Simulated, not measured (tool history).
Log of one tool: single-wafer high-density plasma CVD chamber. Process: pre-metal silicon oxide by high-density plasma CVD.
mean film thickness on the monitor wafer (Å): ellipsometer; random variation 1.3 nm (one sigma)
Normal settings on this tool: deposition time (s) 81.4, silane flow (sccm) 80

run	hour	deposition time (s)	silane flow (sccm)	read-back reference wafer on the same gauge, thickness_nm	mean film thickness on the monitor wafer (Å)
1	0	81.4	85	586.762	6316.17
2	48.2	81.4	85	586.985	6334.5
3	95	81.4	75	587.122	5606.12
4	182.8	81.4	75	587.317	5617.86
5	227.2	81.4	75	587.548	5606.12
6	276.3	92	80	587.398	6722.27
7	380.6	86.4	80	586.668	6321.94
8	458.2	86.4	80	587.342	6335.66
# hour 502.9: silane flow controller replaced
9	543	86.4	80	586.119	6228.47
# hour 646.1: silane flow controller replaced, repeated, since the last time left the tool worse
10	646.6	81.4	67	587.427	5160.66
11	741	65.7	84	586.554	5154.2
# hour 766.9: gauge calibrated
12	783.9	67.8	87	586.992	5510.1
13	831.8	81.4	80	587.206	6075.29
14	886.2	73.5	80	587.199	5494.15
15	922.5	75.9	69	587.291	4907.46
16	965.4	70.2	95	586.375	6160.91
17	1071.9	67.6	91	587.43	5687.94
18	1159.8	81.4	80	586.977	6042.35

Each row is a separate what-if for the run after 18, all from the same tool condition, not one after another. Results?
A	1160.2	71.7	80	?	?
B	1160.2	77.1	70	?	?
C	1160.2	90.1	68	?	?

run	read-back reference wafer on the same gauge, thickness_nm	mean film thickness on the monitor wafer (Å)
A	587.108	5321.97
B	587.108	5039.57
C	587.108	5729.62
Stripped of hidden state, with their random variation kept, the same runs would have yielded:
run	mean film thickness on the monitor wafer (Å)
A	5389.46
B	5103.47
C	5802.27
